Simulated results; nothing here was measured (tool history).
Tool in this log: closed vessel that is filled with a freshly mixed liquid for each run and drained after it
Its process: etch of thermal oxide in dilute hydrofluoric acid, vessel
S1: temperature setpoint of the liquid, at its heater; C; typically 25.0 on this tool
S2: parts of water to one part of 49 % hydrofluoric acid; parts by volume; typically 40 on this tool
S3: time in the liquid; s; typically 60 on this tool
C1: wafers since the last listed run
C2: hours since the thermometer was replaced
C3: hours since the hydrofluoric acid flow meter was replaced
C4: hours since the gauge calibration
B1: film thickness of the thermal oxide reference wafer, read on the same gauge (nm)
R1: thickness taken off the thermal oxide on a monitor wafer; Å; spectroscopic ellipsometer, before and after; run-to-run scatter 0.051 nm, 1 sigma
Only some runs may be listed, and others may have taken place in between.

| run | hour | S1 | S2 | S3 | C1 | C2 | C3 | C4 | B1 | R1 |
|---|---|---|---|---|---|---|---|---|---|---|
| 1 | 0.0 | 25.0 | 40 | 60 | 0 | 2203.3 | 1070.2 | 2152.2 | 50.04 | 91.5 |
| 2 | 45.9 | 25.0 | 40 | 60 | 3441 | 2249.2 | 1116.1 | 2198.1 | 50.05 | 91.4 |
| 3 | 137.0 | 25.0 | 40 | 45 | 6830 | 2340.3 | 1207.2 | 2289.2 | 50.01 | 67.3 |
| 4 | 217.3 | 25.0 | 40 | 45 | 6020 | 2420.6 | 1287.5 | 2369.5 | 49.99 | 68.1 |
| 5 | 255.8 | 27.0 | 40 | 35 | 2886 | 2459.1 | 1326.0 | 2408.0 | 49.99 | 57.2 |
| 6 | 351.6 | 27.0 | 40 | 35 | 7182 | 2554.9 | 1421.8 | 2503.8 | 50.02 | 58.2 |
|  | 401.6 | gauge calibrated |
| 7 | 427.3 | 27.0 | 40 | 35 | 5675 | 2630.6 | 1497.5 | 25.7 | 50.01 | 58.0 |
| 8 | 486.8 | 25.0 | 40 | 60 | 4460 | 2690.1 | 1557.0 | 85.2 | 50.02 | 90.4 |
| 9 | 523.0 | 23.5 | 40 | 60 | 2714 | 2726.3 | 1593.2 | 121.4 | 50.03 | 86.1 |
|  | 557.4 | hydrofluoric acid flow meter replaced |
|  | 623.1 | thermometer replaced |
| 10 | 629.8 | 23.5 | 40 | 60 | 7857 | 6.7 | 72.4 | 228.2 | 50.00 | 81.7 |
| 11 | 669.4 | 23.5 | 40 | 60 | 2968 | 46.3 | 112.0 | 267.8 | 50.03 | 81.2 |
| 12 | 756.2 | 25.0 | 40 | 60 | 6507 | 133.1 | 198.8 | 354.6 | 50.01 | 88.6 |
| 13 | 796.2 | 25.0 | 40 | 60 | 2998 | 173.1 | 238.8 | 394.6 | 49.96 | 88.0 |
| 14 | 896.7 | 25.0 | 40 | 60 | 7534 | 273.6 | 339.3 | 495.1 | 50.01 | 87.6 |
| 15 | 938.1 | 25.0 | 55 | 90 | 3103 | 315.0 | 380.7 | 536.5 | 49.99 | 93.5 |
| 16 | 1033.7 | 29.5 | 40 | 30 | 7167 | 410.6 | 476.3 | 632.1 | 49.99 | 52.7 |
| 17 | 1114.9 | 25.0 | 40 | 50 | 6087 | 491.8 | 557.5 | 713.3 | 50.00 | 73.5 |
| 18 | 1222.7 | 28.5 | 40 | 35 | 8082 | 599.6 | 665.3 | 821.1 | 50.02 | 59.4 |
| 19 | 1274.0 | 22.5 | 20 | 85 | 3846 | 650.9 | 716.6 | 872.4 | 49.99 | 233.5 |
| 20 | 1328.0 | 25.0 | 40 | 60 | 4048 | 704.9 | 770.6 | 926.4 | 50.01 | 88.5 |
| 21 | 1367.0 | 22.0 | 55 | 70 | 2923 | 743.9 | 809.6 | 965.4 | 50.01 | 65.4 |
| 22 | 1444.9 | 25.0 | 25 | 60 | 5840 | 821.8 | 887.5 | 1043.3 | 49.99 | 145.4 |
| 23 | 1505.2 | 20.5 | 40 | 80 | 4520 | 882.1 | 947.8 | 1103.6 | 50.01 | 97.3 |
| 24 | 1555.7 | 25.0 | 40 | 60 | 3786 | 932.6 | 998.3 | 1154.1 | 49.99 | 88.1 |
| 25 | 1596.2 | 25.0 | 40 | 45 | 3036 | 973.1 | 1038.8 | 1194.6 | 49.98 | 66.4 |
| 26 | 1640.1 | 25.0 | 40 | 60 | 3291 | 1017.0 | 1082.7 | 1238.5 | 50.03 | 88.9 |
| 27 | 1691.5 | 25.0 | 40 | 35 | 3853 | 1068.4 | 1134.1 | 1289.9 | 49.99 | 52.0 |
| 28 | 1742.2 | 27.5 | 60 | 35 | 3801 | 1119.1 | 1184.8 | 1340.6 | 49.99 | 37.6 |
| 29 | 1778.8 | 25.0 | 40 | 60 | 2744 | 1155.7 | 1221.4 | 1377.2 | 50.04 | 89.1 |
| 30 | 1849.0 | 27.0 | 20 | 80 | 5263 | 1225.9 | 1291.6 | 1447.4 | 49.99 | 263.7 |
| 31 | 1914.2 | 25.0 | 45 | 70 | 4888 | 1291.1 | 1356.8 | 1512.6 | 49.99 | 91.3 |
| 32 | 2170.8 | 22.5 | 40 | 45 | 19238 | 1547.7 | 1613.4 | 1769.2 | 49.99 | 60.5 |
| 33 | 2273.4 | 25.0 | 40 | 75 | 7692 | 1650.3 | 1716.0 | 1871.8 | 49.98 | 111.9 |

What if the next run were any one of these 5? Each begins from the tool's condition after run 33:
| A | 2274.1 | 25.0 | 40 | 60 | 52 | 1651.0 | 1716.7 | 1872.5 | ? | ? |
| B | 2274.1 | 27.0 | 50 | 70 | 52 | 1651.0 | 1716.7 | 1872.5 | ? | ? |
| C | 2274.1 | 22.5 | 55 | 80 | 52 | 1651.0 | 1716.7 | 1872.5 | ? | ? |
| D | 2274.1 | 25.0 | 55 | 30 | 52 | 1651.0 | 1716.7 | 1872.5 | ? | ? |
| E | 2274.1 | 29.5 | 45 | 95 | 52 | 1651.0 | 1716.7 | 1872.5 | ? | ? |

| run | B1 | R1 |
|---|---|---|
| A | 49.97 | 89.8 |
| B | 49.97 | 89.6 |
| C | 49.97 | 77.0 |
| D | 49.97 | 32.0 |
| E | 49.97 | 150.4 |
What these runs would have given with no unlogged condition in the tool:
| run | R1 |
|---|---|
| A | 87.7 |
| B | 87.6 |
| C | 75.2 |
| D | 31.2 |
| E | 146.9 |
